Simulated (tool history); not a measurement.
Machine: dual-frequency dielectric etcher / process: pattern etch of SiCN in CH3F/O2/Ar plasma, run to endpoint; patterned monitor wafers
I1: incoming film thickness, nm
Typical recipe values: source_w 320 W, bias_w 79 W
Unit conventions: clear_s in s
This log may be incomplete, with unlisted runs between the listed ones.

run 1 day=0 | source_w=320 bias_w=79 | I1=7.82 | clear_s=25.2
run 2 day=0.421 | source_w=320 bias_w=79 | I1=7.85 | clear_s=25.4
run 3 day=0.733 | source_w=320 bias_w=79 | I1=7.74 | clear_s=24.9
run 4 day=1.067 | source_w=290 bias_w=89 | I1=7.84 | clear_s=25.8
run 5 day=1.567 | source_w=280 bias_w=87 | I1=7.77 | clear_s=25.9
run 6 day=1.854 | source_w=280 bias_w=87 | I1=7.79 | clear_s=26
run 7 day=2.133 | source_w=280 bias_w=87 | I1=7.82 | clear_s=26.1
run 8 day=2.621 | source_w=320 bias_w=79 | I1=7.75 | clear_s=25.2
run 9 day=2.929 | source_w=320 bias_w=79 | I1=7.87 | clear_s=25.4
run 10 day=3.246 | source_w=320 bias_w=79 | I1=7.74 | clear_s=25.3
run 11 day=3.729 | source_w=320 bias_w=79 | I1=7.78 | clear_s=25.1
run 12 day=4.325 | source_w=320 bias_w=79 | I1=7.79 | clear_s=25.3
run 13 day=4.633 | source_w=320 bias_w=79 | I1=7.88 | clear_s=25.5
run 14 day=5.071 | source_w=380 bias_w=79 | I1=7.77 | clear_s=22.7
run 15 day=5.512 | source_w=280 bias_w=87 | I1=7.77 | clear_s=26

Run 16, settings as shown, results not yet in. Your forecast:
run 16 day=6.221 | source_w=360 bias_w=93 | I1=7.8 | clear_s=?

{"run 16": {"clear_s": 22.4}}
If the tool had no hidden condition, the same run with the same run-to-run variation would have returned clear_s 22.4 s.
